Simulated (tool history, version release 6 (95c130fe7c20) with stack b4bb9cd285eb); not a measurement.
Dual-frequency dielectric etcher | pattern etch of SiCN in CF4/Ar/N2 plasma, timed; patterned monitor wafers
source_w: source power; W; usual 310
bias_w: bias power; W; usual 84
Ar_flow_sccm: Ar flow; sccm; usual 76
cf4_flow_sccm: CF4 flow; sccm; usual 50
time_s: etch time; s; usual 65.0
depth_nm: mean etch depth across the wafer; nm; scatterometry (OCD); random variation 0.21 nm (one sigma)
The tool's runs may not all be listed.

run	hour	source_w	bias_w	Ar_flow_sccm	cf4_flow_sccm	time_s	wafers since the last listed run	hours since the last wet clean	hours since the last source power generator calibration	hours since the last bias power generator calibration	hours since the last Ar flow controller change	hours since the last CF4 flow controller change	hours since the last upper electrode change	hours since the gauge calibration	read-back reference wafer on the same gauge, depth_nm	depth_nm
1	0.0	310	92	76	60	65.0	0	107.5	152.1	1869.9	4540.0	5890.7	2013.7	420.3	43.84	46.61
# hour 19.5: CF4 flow controller replaced
2	53.0	310	84	76	50	54.5	457	160.5	205.1	1922.9	4593.0	33.5	2066.7	473.3	43.82	36.71
3	79.1	280	84	76	50	65.0	253	186.6	231.2	1949.0	4619.1	59.6	2092.8	499.4	43.74	40.78
4	131.9	330	84	76	43	47.5	513	239.4	284.0	2001.8	4671.9	112.4	2145.6	552.2	43.84	32.02
5	185.0	310	84	76	50	65.0	516	292.5	337.1	2054.9	4725.0	165.5	2198.7	605.3	43.77	43.18
6	219.9	310	84	85	50	54.0	339	327.4	372.0	2089.8	4759.9	200.4	2233.6	640.2	43.81	35.33
7	271.0	310	99	91	62	58.0	497	378.5	423.1	2140.9	4811.0	251.5	2284.7	691.3	43.80	42.39
# hour 310.5: upper electrode replaced
# hour 320.4: bias power generator calibrated
8	330.1	350	104	84	50	74.0	302	437.6	482.2	9.7	4870.1	310.6	19.6	750.4	43.85	58.32
9	378.4	310	84	76	50	65.0	469	485.9	530.5	58.0	4918.4	358.9	67.9	798.7	43.84	42.53
# hour 405.5: Ar flow controller replaced
10	425.4	330	69	70	50	65.0	398	532.9	577.5	105.0	19.9	405.9	114.9	845.7	43.83	40.23
11	486.8	310	84	76	50	65.0	597	594.3	638.9	166.4	81.3	467.3	176.3	907.1	43.76	42.40
12	526.5	280	98	95	50	48.0	386	634.0	678.6	206.1	121.0	507.0	216.0	946.8	43.78	31.07
# hour 556.5: wet clean of the chamber
13	562.6	330	84	76	50	65.0	117	6.1	714.7	242.2	157.1	543.1	252.1	982.9	43.76	45.33
14	605.7	340	84	76	50	46.5	419	49.2	757.8	285.3	200.2	586.2	295.2	1026.0	43.78	32.76
15	668.5	310	98	64	43	65.0	610	112.0	820.6	348.1	263.0	649.0	358.0	1088.8	43.82	46.96

Run 16 comes next. What will it give?
16	695.3	350	66	86	57	65.0	260	138.8	847.4	374.9	289.8	675.8	384.8	1115.6	?	?

Run 16 gave read-back reference wafer on the same gauge, depth_nm 43.71, depth_nm 40.92 nm.
Without the tool's hidden state the same run would have given depth_nm 41.28 nm.
